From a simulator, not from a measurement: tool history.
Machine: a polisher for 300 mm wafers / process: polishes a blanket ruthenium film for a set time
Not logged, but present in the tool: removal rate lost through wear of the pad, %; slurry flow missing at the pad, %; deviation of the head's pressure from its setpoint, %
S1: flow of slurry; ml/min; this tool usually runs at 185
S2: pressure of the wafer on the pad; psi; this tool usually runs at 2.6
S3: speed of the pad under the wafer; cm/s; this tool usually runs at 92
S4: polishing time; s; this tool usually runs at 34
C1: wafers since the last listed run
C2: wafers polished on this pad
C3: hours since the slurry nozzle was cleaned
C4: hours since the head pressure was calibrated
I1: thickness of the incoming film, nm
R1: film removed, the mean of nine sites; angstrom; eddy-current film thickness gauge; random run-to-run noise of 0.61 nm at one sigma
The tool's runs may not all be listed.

run,hour,S1,S2,S3,S4,C1,C2,C3,C4,I1,R1
1,0,200,2.6,92,34,0,314,516.3,853.1,425.2,415
2,10.1,200,2.6,92,34,160,475,526.4,863.2,433.9,418
3,24.9,200,2.6,92,34,235,711,541.2,878,423.7,407
4,36.8,185,2.9,92,34,189,900,553.1,889.9,437.9,440
5,46,185,2.6,92,34,146,1046,562.3,899.1,427.9,402
# hour 57.1: worn pad replaced by a new one
6,71,185,2.6,92,34,334,221,587.3,924.1,431.3,399
7,81.8,185,2.6,92,34,171,393,598.1,934.9,434.6,410
8,97.5,185,2.6,92,34,249,643,613.8,950.6,435.8,414
9,105.5,185,2.6,92,34,127,770,621.8,958.6,425.4,411
# hour 123.6: worn pad replaced by a new one
10,141.3,185,2.6,92,34,506,282,657.6,994.4,436.2,412
# hour 163.5: head pressure recalibrated
# hour 188.5: worn pad replaced by a new one
11,189,185,2,92,34,663,7,705.3,25.5,431.9,326
12,210.1,185,2,92,34,335,343,726.4,46.6,427.8,333
13,224.2,185,2.6,92,34,224,567,740.5,60.7,429.2,408
14,231.4,185,3.1,92,34,114,682,747.7,67.9,430.8,462
15,238.5,185,2.1,118,34,112,795,754.8,75,425.3,430
# hour 245.5: slurry nozzle cleaned
16,250.2,235,3.3,92,39,170,965,4.7,86.7,428.5,577
# hour 260.8: worn pad replaced by a new one
17,263,225,2.4,64,39,140,35,17.5,99.5,426.7,342
18,271.1,170,3.2,76,34,128,164,25.6,107.6,427.4,407
19,283.9,185,2.6,122,34,203,368,38.4,120.4,429.1,529
20,295,245,2.6,92,40,176,544,49.5,131.5,427.3,491
21,306.4,185,2.6,74,34,181,726,60.9,142.9,435.8,339
22,317,185,2.6,92,34,168,894,71.5,153.5,430.2,407
23,328.1,185,2.6,92,34,176,1071,82.6,164.6,431.7,414
# hour 336.7: worn pad replaced by a new one
24,343,185,2.6,92,38,173,100,97.5,179.5,429.5,449

How the hidden state differs across the entries between the runs, from the last listed run before each to the first after it:
Run 5 -> run 6: worn pad replaced by a new one (hour 57.1)
  nothing in the hidden state changes from one run to the other
Run 9 -> run 10: worn pad replaced by a new one (hour 123.6)
  nothing in the hidden state changes from one run to the other
Run 10 -> run 11: head pressure recalibrated (hour 163.5); worn pad replaced by a new one (hour 188.5)
  nothing in the hidden state changes from one run to the other
Run 15 -> run 16: slurry nozzle cleaned (hour 245.5)
  nothing in the hidden state changes from one run to the other
Run 16 -> run 17: worn pad replaced by a new one (hour 260.8)
  nothing in the hidden state changes from one run to the other
Run 23 -> run 24: worn pad replaced by a new one (hour 336.7)
  nothing in the hidden state changes from one run to the other
